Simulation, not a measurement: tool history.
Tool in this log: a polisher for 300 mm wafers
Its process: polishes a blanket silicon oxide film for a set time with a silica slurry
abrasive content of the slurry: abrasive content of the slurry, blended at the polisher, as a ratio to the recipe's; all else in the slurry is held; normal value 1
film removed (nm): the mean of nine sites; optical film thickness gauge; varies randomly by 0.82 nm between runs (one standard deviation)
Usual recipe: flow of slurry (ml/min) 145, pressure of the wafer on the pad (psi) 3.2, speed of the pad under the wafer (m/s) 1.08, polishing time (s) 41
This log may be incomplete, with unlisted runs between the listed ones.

run   hour  flow of slurry (ml/min)  pressure of the wafer on the pad (psi)  speed of the pad under the wafer (m/s)  abrasive content of the slurry  polishing time (s)  incoming thickness of the incoming film, nm  film removed (nm)
  1      0                      120                                     3.2                                    1.36                               1                  41                                       1140.4              108.9
  2   39.3                      120                                     3.2                                    1.36                               1                  41                                       1168.2              111.2
      60.2  -- slurry blender recalibrated
  3   65.3                      120                                     3.2                                    1.36                               1                  41                                       1171.5              115.4
      84.5  -- slurry nozzle cleaned
     135.2  -- worn pad replaced by a new one
  4  135.9                      145                                     3.2                                    1.32                               1                  41                                       1167.7              115.2
  5  196.1                      145                                     3.2                                    1.32                               1                  41                                       1182.2                112
  6  243.4                      145                                     3.5                                    1.08                               1                  36                                       1172.8               91.4
     290.6  -- conditioning disc replaced and pad reconditioned
     293.3  -- worn pad replaced by a new one
  7  313.5                      145                                     3.2                                    1.08                               1                  41                                       1180.4               94.5
  8  350.3                      145                                     3.2                                     1.2                               1                  41                                       1164.4              103.5
  9  387.9                      120                                     3.2                                    1.36                               1                  41                                       1139.8              109.2
     391.5  -- head pressure recalibrated
     431.1  -- slurry blender recalibrated
 10  440.8                      120                                     3.2                                    1.36                               1                  41                                       1158.1              115.4
     462.3  -- worn pad replaced by a new one
 11  486.5                      145                                     3.2                                    0.96                            1.25                  41                                       1174.9                101
     495.8  -- slurry nozzle cleaned
 12  552.3                      145                                     2.7                                    1.08                               1                  41                                       1179.7               81.9
 13  602.8                      175                                     2.5                                    1.08                               1                  41                                       1153.4               78.5
     626.8  -- worn pad replaced by a new one
 14  634.7                      145                                     2.8                                    1.08                            0.85                  53                                       1167.3               98.8
 15  687.7                       95                                     4.3                                    0.78                             1.3                  41                                       1160.3              101.2
     738.3  -- slurry blender recalibrated
     758.2  -- worn pad replaced by a new one
 16  758.7                      145                                     3.2                                    1.08                               1                  41                                       1169.3               99.3

4 ways to go on from here, each from the tool as it stands after run 16. What would each give?
  A  759.1                      145                                     3.2                                    1.08                               1                  41                                       1137.9                  ?
  B  759.1                      145                                     3.2                                    0.82                             0.8                  41                                       1137.9                  ?
  C  759.1                      145                                     3.2                                    1.08                            0.85                  41                                       1137.9                  ?
  D  759.1                      190                                     2.2                                    1.08                            1.15                  41                                       1137.9                  ?

run  film removed (nm)
  A              100.5
  B               69.4
  C               90.4
  D               80.7
With the hidden condition removed and each run's random variation left untouched, the same runs would have given:
run  film removed (nm)
  A              102.3
  B               70.8
  C               92.2
  D                 82
